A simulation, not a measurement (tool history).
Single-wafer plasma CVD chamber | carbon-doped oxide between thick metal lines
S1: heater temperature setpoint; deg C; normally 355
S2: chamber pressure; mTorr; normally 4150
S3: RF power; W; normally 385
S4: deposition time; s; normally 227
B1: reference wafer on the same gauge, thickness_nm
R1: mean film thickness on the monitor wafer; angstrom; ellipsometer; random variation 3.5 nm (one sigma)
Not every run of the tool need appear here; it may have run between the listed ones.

run 1 hour=0 | S1=355 S2=4150 S3=385 S4=227 | B1=837.647 | R1=8902.84
run 2 hour=31.2 | S1=355 S2=4150 S3=385 S4=227 | B1=837.46 | R1=8895.87
-- hour=48.3 RF generator calibrated
run 3 hour=48.8 | S1=355 S2=4150 S3=385 S4=227 | B1=836.899 | R1=9112.76
-- hour=58.2 showerhead replaced
run 4 hour=60.3 | S1=355 S2=4150 S3=385 S4=227 | B1=836.413 | R1=9068.89
run 5 hour=79.6 | S1=365 S2=3540 S3=385 S4=227 | B1=837.292 | R1=8676.39
run 6 hour=112.9 | S1=355 S2=4150 S3=385 S4=227 | B1=838.027 | R1=9098.16
run 7 hour=140.8 | S1=355 S2=4150 S3=385 S4=227 | B1=837.169 | R1=9062.53
-- hour=158.6 thermocouple changed; heater temperature recalibrated
run 8 hour=170.4 | S1=355 S2=4150 S3=385 S4=227 | B1=836.595 | R1=9125.43
run 9 hour=194.1 | S1=355 S2=4150 S3=385 S4=227 | B1=836.92 | R1=9093.58
run 10 hour=214.6 | S1=355 S2=4150 S3=385 S4=227 | B1=837.102 | R1=9083.99
run 11 hour=231.2 | S1=355 S2=4150 S3=385 S4=227 | B1=835.929 | R1=9135.22
run 12 hour=250.3 | S1=355 S2=4150 S3=385 S4=227 | B1=837.257 | R1=9104.2
-- hour=261.1 gauge calibrated
run 13 hour=281.1 | S1=355 S2=5160 S3=385 S4=227 | B1=837.695 | R1=9292.17
run 14 hour=306 | S1=355 S2=4150 S3=385 S4=227 | B1=837.688 | R1=9047.67
run 15 hour=323.3 | S1=355 S2=4150 S3=345 S4=227 | B1=836.431 | R1=8271.8
-- hour=356.7 capacitance manometer re-zeroed and calibrated
run 16 hour=357.2 | S1=361 S2=3710 S3=385 S4=247 | B1=837.156 | R1=9569.72
run 17 hour=371.2 | S1=368 S2=4490 S3=320 S4=227 | B1=836.846 | R1=7565.74
run 18 hour=398.4 | S1=359 S2=3340 S3=450 S4=187 | B1=837.04 | R1=8240.46
run 19 hour=433.4 | S1=348 S2=4830 S3=435 S4=210 | B1=836.755 | R1=9544.25
run 20 hour=466.9 | S1=355 S2=4150 S3=385 S4=227 | B1=837.762 | R1=9069.49
run 21 hour=487.7 | S1=355 S2=4150 S3=385 S4=227 | B1=836.505 | R1=9046.47
run 22 hour=518.2 | S1=351 S2=4150 S3=325 S4=227 | B1=837.344 | R1=7862.4
run 23 hour=532.2 | S1=360 S2=4150 S3=320 S4=259 | B1=837.073 | R1=8700.66
run 24 hour=562.3 | S1=355 S2=4150 S3=335 S4=227 | B1=837.798 | R1=8016.47
run 25 hour=591.1 | S1=355 S2=4150 S3=385 S4=269 | B1=838.073 | R1=10650.65
run 26 hour=624.7 | S1=369 S2=4150 S3=385 S4=227 | B1=836.276 | R1=8722.11
run 27 hour=657 | S1=367 S2=4150 S3=385 S4=227 | B1=836.763 | R1=8776.97

What if the next run were any one of these 5? Each begins from the tool's condition after run 27:
run A hour=657.5 | S1=355 S2=4150 S3=385 S4=227 | B1=? | R1=?
run B hour=657.5 | S1=360 S2=3760 S3=435 S4=250 | B1=? | R1=?
run C hour=657.5 | S1=355 S2=3810 S3=435 S4=260 | B1=? | R1=?
run D hour=657.5 | S1=363 S2=5140 S3=460 S4=184 | B1=? | R1=?
run E hour=657.5 | S1=370 S2=4680 S3=385 S4=255 | B1=? | R1=?

run=A B1=837.082 R1=8996.52
run=B B1=837.082 R1=10677.47
run=C B1=837.082 R1=11257.74
run=D B1=837.082 R1=8480.09
run=E B1=837.082 R1=9902.99
With no hidden state in the tool, these same runs would have given:
run=A R1=9147.22
run=B R1=10849.1
run=C R1=11438.69
run=D R1=8597.41
run=E R1=10068.88

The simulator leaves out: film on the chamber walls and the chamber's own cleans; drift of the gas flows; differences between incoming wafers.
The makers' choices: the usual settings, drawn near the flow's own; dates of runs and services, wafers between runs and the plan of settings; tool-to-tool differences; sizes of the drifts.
